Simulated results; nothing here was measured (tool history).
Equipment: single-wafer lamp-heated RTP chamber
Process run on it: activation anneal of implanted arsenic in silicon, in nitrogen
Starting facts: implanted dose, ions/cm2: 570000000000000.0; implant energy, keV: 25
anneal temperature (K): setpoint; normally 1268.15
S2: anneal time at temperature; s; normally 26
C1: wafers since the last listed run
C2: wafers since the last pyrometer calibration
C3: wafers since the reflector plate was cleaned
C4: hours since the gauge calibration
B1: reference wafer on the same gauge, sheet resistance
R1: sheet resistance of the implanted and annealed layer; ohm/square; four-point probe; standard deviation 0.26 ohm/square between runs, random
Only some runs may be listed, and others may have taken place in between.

{"run": 1, "hour": 0.0, "anneal temperature (K)": 1245.15, "S2": 26, "C1": 0, "C2": 1119, "C3": 7114, "C4": 413.3, "B1": 143.04, "R1": 178.32}
{"run": 2, "hour": 16.9, "anneal temperature (K)": 1245.15, "S2": 26, "C1": 283, "C2": 1402, "C3": 7398, "C4": 430.2, "B1": 142.9, "R1": 177.26}
{"run": 3, "hour": 31.0, "anneal temperature (K)": 1245.15, "S2": 26, "C1": 236, "C2": 1639, "C3": 7634, "C4": 444.3, "B1": 143.03, "R1": 177.6}
{"run": 4, "hour": 92.9, "anneal temperature (K)": 1268.15, "S2": 16, "C1": 1038, "C2": 2677, "C3": 8672, "C4": 506.2, "B1": 143.08, "R1": 177.03}
{"hour": 107.1, "done": "pyrometer window cleaned and pyrometer calibrated"}
{"hour": 140.6, "done": "gauge calibrated"}
{"run": 5, "hour": 170.9, "anneal temperature (K)": 1268.15, "S2": 26, "C1": 1173, "C2": 1069, "C3": 9846, "C4": 30.3, "B1": 143.03, "R1": 174.61}
{"run": 6, "hour": 203.3, "anneal temperature (K)": 1268.15, "S2": 26, "C1": 543, "C2": 1612, "C3": 10390, "C4": 62.7, "B1": 143.05, "R1": 173.57}
{"run": 7, "hour": 222.6, "anneal temperature (K)": 1268.15, "S2": 26, "C1": 323, "C2": 1936, "C3": 10713, "C4": 82.0, "B1": 142.97, "R1": 174.3}
{"run": 8, "hour": 254.2, "anneal temperature (K)": 1268.15, "S2": 26, "C1": 529, "C2": 2466, "C3": 11243, "C4": 113.6, "B1": 143.02, "R1": 173.62}
{"hour": 332.2, "done": "pyrometer window cleaned and pyrometer calibrated"}
{"run": 9, "hour": 332.7, "anneal temperature (K)": 1268.15, "S2": 17, "C1": 1182, "C2": 8, "C3": 12426, "C4": 192.1, "B1": 142.96, "R1": 177.17}
{"run": 10, "hour": 346.9, "anneal temperature (K)": 1268.15, "S2": 17, "C1": 238, "C2": 247, "C3": 12664, "C4": 206.3, "B1": 143.02, "R1": 177.44}
{"run": 11, "hour": 381.1, "anneal temperature (K)": 1268.15, "S2": 17, "C1": 573, "C2": 820, "C3": 13237, "C4": 240.5, "B1": 143.04, "R1": 177.01}
{"run": 12, "hour": 412.8, "anneal temperature (K)": 1268.15, "S2": 26, "C1": 531, "C2": 1352, "C3": 13769, "C4": 272.2, "B1": 142.96, "R1": 174.52}
{"run": 13, "hour": 442.9, "anneal temperature (K)": 1268.15, "S2": 26, "C1": 504, "C2": 1857, "C3": 14274, "C4": 302.3, "B1": 143.01, "R1": 173.57}
{"run": 14, "hour": 464.9, "anneal temperature (K)": 1268.15, "S2": 26, "C1": 368, "C2": 2226, "C3": 14643, "C4": 324.3, "B1": 142.98, "R1": 173.84}
{"run": 15, "hour": 480.1, "anneal temperature (K)": 1244.15, "S2": 15, "C1": 254, "C2": 2480, "C3": 14898, "C4": 339.5, "B1": 143.02, "R1": 178.9}
{"run": 16, "hour": 493.8, "anneal temperature (K)": 1245.15, "S2": 18, "C1": 229, "C2": 2710, "C3": 15127, "C4": 353.2, "B1": 143.02, "R1": 178.08}
{"run": 17, "hour": 524.5, "anneal temperature (K)": 1239.15, "S2": 19, "C1": 514, "C2": 3225, "C3": 15642, "C4": 383.9, "B1": 143.0, "R1": 178.46}
{"hour": 534.2, "done": "reflector plate cleaned"}
{"hour": 536.6, "done": "pyrometer window cleaned and pyrometer calibrated"}
{"run": 18, "hour": 556.6, "anneal temperature (K)": 1252.15, "S2": 37, "C1": 363, "C2": 335, "C3": 335, "C4": 416.0, "B1": 142.99, "R1": 175.98}
{"run": 19, "hour": 589.1, "anneal temperature (K)": 1268.15, "S2": 26, "C1": 545, "C2": 880, "C3": 880, "C4": 448.5, "B1": 143.01, "R1": 174.99}
{"run": 20, "hour": 601.4, "anneal temperature (K)": 1268.15, "S2": 26, "C1": 206, "C2": 1086, "C3": 1086, "C4": 460.8, "B1": 143.0, "R1": 175.5}
{"run": 21, "hour": 624.9, "anneal temperature (K)": 1268.15, "S2": 26, "C1": 394, "C2": 1480, "C3": 1480, "C4": 484.3, "B1": 143.0, "R1": 175.26}
{"run": 22, "hour": 647.8, "anneal temperature (K)": 1244.15, "S2": 26, "C1": 384, "C2": 1864, "C3": 1864, "C4": 507.2, "B1": 143.04, "R1": 177.3}
{"hour": 730.1, "done": "pyrometer window cleaned and pyrometer calibrated"}
{"run": 23, "hour": 749.2, "anneal temperature (K)": 1260.15, "S2": 39, "C1": 1566, "C2": 320, "C3": 3431, "C4": 608.6, "B1": 142.95, "R1": 174.27}
{"hour": 767.4, "done": "gauge calibrated"}
{"run": 24, "hour": 848.7, "anneal temperature (K)": 1246.15, "S2": 26, "C1": 1668, "C2": 1989, "C3": 5099, "C4": 81.3, "B1": 142.98, "R1": 177.17}
{"run": 25, "hour": 878.4, "anneal temperature (K)": 1268.15, "S2": 26, "C1": 498, "C2": 2487, "C3": 5598, "C4": 111.0, "B1": 143.04, "R1": 175.04}
{"hour": 907.5, "done": "pyrometer window cleaned and pyrometer calibrated"}
{"run": 26, "hour": 910.0, "anneal temperature (K)": 1268.15, "S2": 26, "C1": 395, "C2": 41, "C3": 5993, "C4": 142.6, "B1": 143.01, "R1": 175.56}
{"run": 27, "hour": 938.9, "anneal temperature (K)": 1298.15, "S2": 33, "C1": 484, "C2": 526, "C3": 6478, "C4": 171.5, "B1": 143.0, "R1": 170.28}
{"run": 28, "hour": 966.8, "anneal temperature (K)": 1298.15, "S2": 33, "C1": 467, "C2": 994, "C3": 6946, "C4": 199.4, "B1": 143.0, "R1": 169.84}
{"run": 29, "hour": 989.8, "anneal temperature (K)": 1283.15, "S2": 21, "C1": 385, "C2": 1379, "C3": 7332, "C4": 222.4, "B1": 143.06, "R1": 174.26}

Below are 4 alternative next runs, each starting from the tool's condition after run 29. Predict each:
{"run": "A", "hour": 990.2, "anneal temperature (K)": 1268.15, "S2": 26, "C1": 6, "C2": 1386, "C3": 7338, "C4": 222.8, "B1": "?", "R1": "?"}
{"run": "B", "hour": 990.2, "anneal temperature (K)": 1281.15, "S2": 26, "C1": 6, "C2": 1386, "C3": 7338, "C4": 222.8, "B1": "?", "R1": "?"}
{"run": "C", "hour": 990.2, "anneal temperature (K)": 1285.15, "S2": 21, "C1": 6, "C2": 1386, "C3": 7338, "C4": 222.8, "B1": "?", "R1": "?"}
{"run": "D", "hour": 990.2, "anneal temperature (K)": 1250.15, "S2": 33, "C1": 6, "C2": 1386, "C3": 7338, "C4": 222.8, "B1": "?", "R1": "?"}

run=A B1=143.03 R1=174.53
run=B B1=143.03 R1=172.99
run=C B1=143.03 R1=173.62
run=D B1=143.03 R1=175.47
The same runs, with their run-to-run variation unchanged, on a tool lacking any hidden condition would have given:
run=A R1=175.50
run=B R1=174.00
run=C R1=174.62
run=D R1=176.48

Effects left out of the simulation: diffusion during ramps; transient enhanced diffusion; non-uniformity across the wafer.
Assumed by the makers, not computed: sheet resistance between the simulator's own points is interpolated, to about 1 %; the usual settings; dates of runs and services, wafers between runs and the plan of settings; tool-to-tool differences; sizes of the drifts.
